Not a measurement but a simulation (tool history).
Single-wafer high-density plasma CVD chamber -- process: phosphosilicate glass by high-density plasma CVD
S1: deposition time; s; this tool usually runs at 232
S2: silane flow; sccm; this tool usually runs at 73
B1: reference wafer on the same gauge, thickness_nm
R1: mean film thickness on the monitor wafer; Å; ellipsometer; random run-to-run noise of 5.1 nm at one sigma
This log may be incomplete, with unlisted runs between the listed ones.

run,day,S1,S2,B1,R1
1,0.000,222,83,1934.733,18092.87
2,1.721,222,83,1942.232,18007.23
3,2.725,195,73,1941.387,14237.01
4,4.733,232,73,1945.194,16945.41
5,7.662,232,73,1948.290,16881.01
6,9.654,232,73,1951.500,16911.59
7,14.125,232,73,1951.449,16913.39
8,16.933,232,63,1950.742,14809.93
# day 17.121: gauge calibrated
9,18.525,232,63,1886.371,14291.14
10,21.383,232,73,1899.503,16463.72
11,22.471,222,83,1902.709,17855.66
# day 22.975: silane flow controller replaced
12,24.725,273,82,1909.099,21831.20
13,26.458,216,65,1917.542,13952.14
14,27.462,188,68,1917.987,12644.73
15,29.604,273,81,1924.866,21663.13
16,31.346,218,59,1926.937,12942.59
17,33.017,260,66,1928.881,17030.64
18,34.446,195,73,1931.672,14075.46
19,36.604,232,81,1932.574,18430.43
20,37.650,270,60,1933.259,16304.59
21,40.362,261,80,1937.900,20498.87

Exercise: give the hidden state of the tool at every run:
delivered silane flow above the setpoint (%): 0 on each run
H1: gauge reads high (%)
run,H1
1,3.09
2,3.22
3,3.28
4,3.4
5,3.55
6,3.63
7,3.77
8,3.84
9,0.328
10,0.998
11,1.22
12,1.61
13,1.87
14,2
15,2.26
16,2.44
17,2.58
18,2.7
19,2.84
20,2.9
21,3.05
